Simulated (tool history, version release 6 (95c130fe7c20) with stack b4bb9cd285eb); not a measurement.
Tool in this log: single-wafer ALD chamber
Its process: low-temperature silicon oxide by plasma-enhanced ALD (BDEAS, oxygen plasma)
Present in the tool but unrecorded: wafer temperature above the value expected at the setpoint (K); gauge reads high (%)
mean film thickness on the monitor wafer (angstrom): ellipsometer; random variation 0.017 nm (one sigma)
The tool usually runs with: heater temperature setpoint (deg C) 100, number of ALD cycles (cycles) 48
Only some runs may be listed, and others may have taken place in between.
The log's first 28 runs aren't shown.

| run | hour | heater temperature setpoint (deg C) | number of ALD cycles (cycles) | wafers since the last listed run | hours since the last thermocouple change | hours since the gauge calibration | read-back reference wafer on the same gauge, thickness_nm | mean film thickness on the monitor wafer (angstrom) |
|---|---|---|---|---|---|---|---|---|
| 29 | 754.9 | 95 | 42 | 210 | 471 | 322.4 | 6.18 | 59.37 |
| 30 | 780.6 | 100 | 48 | 171 | 496.7 | 348.1 | 6.183 | 65.99 |
| 31 | 809.6 | 109 | 54 | 193 | 525.7 | 377.1 | 6.181 | 72.95 |
| 32 | 834.3 | 100 | 48 | 164 | 550.4 | 401.8 | 6.18 | 66.05 |
| 33 | 851 | 112 | 42 | 111 | 567.1 | 418.5 | 6.18 | 56.48 |
| 34 | 878.6 | 93 | 44 | 184 | 594.7 | 446.1 | 6.18 | 62.81 |
| 35 | 897.7 | 106 | 55 | 127 | 613.8 | 465.2 | 6.181 | 75.02 |
| 36 | 928.1 | 94 | 51 | 202 | 644.2 | 495.6 | 6.179 | 72.22 |

Forecast each of these 5 alternatives for the next run:
| A | 928.6 | 92 | 48 | 3 | 644.7 | 496.1 | ? | ? |
| B | 928.6 | 90 | 52 | 3 | 644.7 | 496.1 | ? | ? |
| C | 928.6 | 112 | 56 | 3 | 644.7 | 496.1 | ? | ? |
| D | 928.6 | 100 | 44 | 3 | 644.7 | 496.1 | ? | ? |
| E | 928.6 | 100 | 45 | 3 | 644.7 | 496.1 | ? | ? |

| run | read-back reference wafer on the same gauge, thickness_nm | mean film thickness on the monitor wafer (angstrom) |
|---|---|---|
| A | 6.18 | 68.34 |
| B | 6.18 | 74.63 |
| C | 6.18 | 75.28 |
| D | 6.18 | 60.65 |
| E | 6.18 | 62.03 |
Had the tool no hidden state, the same runs would have come out as:
| run | mean film thickness on the monitor wafer (angstrom) |
|---|---|
| A | 68.34 |
| B | 74.63 |
| C | 75.28 |
| D | 60.65 |
| E | 62.03 |

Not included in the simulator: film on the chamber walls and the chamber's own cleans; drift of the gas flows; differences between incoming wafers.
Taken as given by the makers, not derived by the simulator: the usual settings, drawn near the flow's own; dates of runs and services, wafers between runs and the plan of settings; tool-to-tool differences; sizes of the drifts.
